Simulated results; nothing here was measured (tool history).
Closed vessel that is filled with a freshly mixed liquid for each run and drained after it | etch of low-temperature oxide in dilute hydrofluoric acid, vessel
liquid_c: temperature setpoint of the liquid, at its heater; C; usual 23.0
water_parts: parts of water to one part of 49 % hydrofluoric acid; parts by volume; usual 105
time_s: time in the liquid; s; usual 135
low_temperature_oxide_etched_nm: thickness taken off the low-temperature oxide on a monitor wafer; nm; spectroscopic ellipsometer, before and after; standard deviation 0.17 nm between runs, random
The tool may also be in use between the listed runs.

run,hour,liquid_c,water_parts,time_s,wafers since the last listed run,hours since the thermometer was replaced,hours since the hydrofluoric acid flow meter was replaced,hours since the gauge calibration,"read-back film thickness of the low-temperature oxide reference wafer, read on the same gauge (nm)",low_temperature_oxide_etched_nm
1,0.0,24.5,105,100,0,832.5,929.6,73.6,49.98,21.92
2,12.6,24.5,105,100,1089,845.1,942.2,86.2,50.02,22.19
3,30.6,23.0,105,135,1556,863.1,960.2,104.2,50.03,27.98
4,47.5,23.0,105,135,1461,880.0,977.1,121.1,50.02,28.07
5,58.9,25.5,105,135,985,891.4,988.5,132.5,49.99,30.70
6,71.6,25.5,105,135,1098,904.1,1001.2,145.2,50.01,30.92
7,82.0,25.5,105,135,899,914.5,1011.6,155.6,49.98,30.94
8,88.4,23.0,105,155,553,920.9,1018.0,162.0,49.98,32.17
9,102.7,23.0,105,155,1236,935.2,1032.3,176.3,50.04,32.03
10,113.4,23.0,105,155,925,945.9,1043.0,187.0,50.04,32.26
# hour 126.4: hydrofluoric acid flow meter replaced
11,130.6,23.0,105,135,1400,963.1,4.2,204.2,49.97,24.36
12,138.2,23.0,115,135,657,970.7,11.8,211.8,50.02,22.00
# hour 145.2: gauge calibrated
13,147.3,23.0,115,135,786,979.8,20.9,2.1,50.04,22.07
14,158.7,26.0,120,175,985,991.2,32.3,13.5,49.96,30.38
15,172.7,23.0,70,135,1210,1005.2,46.3,27.5,49.96,37.72
16,181.8,25.0,130,80,786,1014.3,55.4,36.6,49.99,12.42
# hour 192.0: thermometer replaced
17,195.0,23.0,105,135,1054,3.0,68.6,49.8,49.96,27.16
18,201.7,23.0,105,135,579,9.7,75.3,56.5,50.04,27.00
19,210.2,26.5,105,105,735,18.2,83.8,65.0,49.99,24.55
20,218.9,23.0,105,135,752,26.9,92.5,73.7,50.01,27.03
21,236.1,23.0,105,135,1487,44.1,109.7,90.9,50.00,27.42
22,243.5,27.5,65,190,639,51.5,117.1,98.3,50.02,77.99
23,259.2,23.0,105,135,1357,67.2,132.8,114.0,50.02,27.27
24,268.2,23.0,65,135,778,76.2,141.8,123.0,49.97,46.49
25,280.1,19.5,105,65,1029,88.1,153.7,134.9,50.00,11.45
26,289.4,27.5,90,205,804,97.4,163.0,144.2,50.00,59.11

Predict each of these 3 candidate next runs independently; none follows another, all start after run 26:
A,290.1,23.0,105,135,60,98.1,163.7,144.9,?,?
B,290.1,25.0,70,90,60,98.1,163.7,144.9,?,?
C,290.1,23.0,125,180,60,98.1,163.7,144.9,?,?

run,"read-back film thickness of the low-temperature oxide reference wafer, read on the same gauge (nm)",low_temperature_oxide_etched_nm
A,49.96,27.46
B,49.96,31.06
C,49.96,30.06
With the hidden condition removed and each run's random variation left untouched, the same runs would have given:
run,low_temperature_oxide_etched_nm
A,27.19
B,30.77
C,29.74
